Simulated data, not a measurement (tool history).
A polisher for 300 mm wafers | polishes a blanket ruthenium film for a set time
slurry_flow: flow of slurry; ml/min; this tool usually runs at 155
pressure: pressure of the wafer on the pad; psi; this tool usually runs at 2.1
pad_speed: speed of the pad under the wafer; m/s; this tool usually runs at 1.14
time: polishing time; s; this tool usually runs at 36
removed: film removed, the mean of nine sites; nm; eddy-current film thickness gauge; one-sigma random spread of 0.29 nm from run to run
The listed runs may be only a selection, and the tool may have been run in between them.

run   hour  slurry_flow  pressure  pad_speed  time  wafers since the last listed run  wafers polished on this pad  hours since the slurry nozzle was cleaned  hours since the head pressure was calibrated  incoming thickness of the incoming film, nm  removed
  1      0          155       2.1       1.14    36                                 0                         1796                                       31.8                                         819.1                                        270.2     40.1
        10  -- worn pad replaced by a new one
  2   76.6          155       2.1       1.14    36                               685                          628                                      108.4                                         895.7                                        267.6     40.3
  3  134.9          155       2.1       1.14    36                               550                         1179                                      166.7                                           954                                        267.5       40
     176.1  -- slurry nozzle cleaned
     213.7  -- worn pad replaced by a new one
  4  220.6          190       2.1       1.14    36                               762                           65                                       44.5                                        1039.7                                        269.4     40.6
  5  282.2          190       2.1       1.14    36                               581                          647                                      106.1                                        1101.3                                        270.3     40.9
  6  322.3          155       2.1       1.14    39                               378                         1026                                      146.2                                        1141.4                                          268     42.3
     350.9  -- head pressure recalibrated
     358.4  -- slurry nozzle cleaned
  7  390.1          155       2.1       1.14    39                               612                         1638                                       31.7                                          39.2                                        269.1     45.9
     403.1  -- worn pad replaced by a new one
  8  443.9          175       2.6       1.14    36                               470                          385                                       85.5                                            93                                        268.3     49.8
  9    521          155       2.7       1.44    36                               728                         1113                                      162.6                                         170.1                                        272.6       58
     585.9  -- slurry nozzle cleaned
     621.3  -- worn pad replaced by a new one
 10  621.8          155       2.1       1.14    32                               905                            4                                       35.9                                         270.9                                        270.2     36.7
 11  673.5          180       1.7       1.28    40                               488                          493                                       87.6                                         322.6                                        264.9     43.7
 12  764.6          155       2.1       1.14    36                               860                         1353                                      178.7                                         413.7                                        271.5     41.2
     799.5  -- worn pad replaced by a new one
       805  -- slurry nozzle cleaned
 13  820.6          105       2.1       0.88    48                               481                          190                                       15.6                                         469.7                                        265.6     43.4
 14  927.6          155       2.1       1.14    45                              1010                         1200                                      122.6                                         576.7                                        269.1     50.2
 15  963.8          155       2.1       1.14    36                               341                         1542                                      158.8                                         612.9                                        269.3     40.2

Alternative continuations, all from the tool just after run 15; predict every row:
  A  964.2          155       2.1       1.14    36                                 3                         1546                                      159.2                                         613.3                                        265.4        ?
  B  964.2          175       2.1       1.14    36                                 3                         1546                                      159.2                                         613.3                                        265.4        ?
  C  964.2          155       2.1       1.28    36                                 3                         1546                                      159.2                                         613.3                                        265.4        ?

run  removed
  A       41
  B     41.8
  C       44
The same runs, with their run-to-run variation unchanged, on a tool lacking any hidden condition would have given:
run  removed
  A     43.1
  B     43.9
  C     46.3
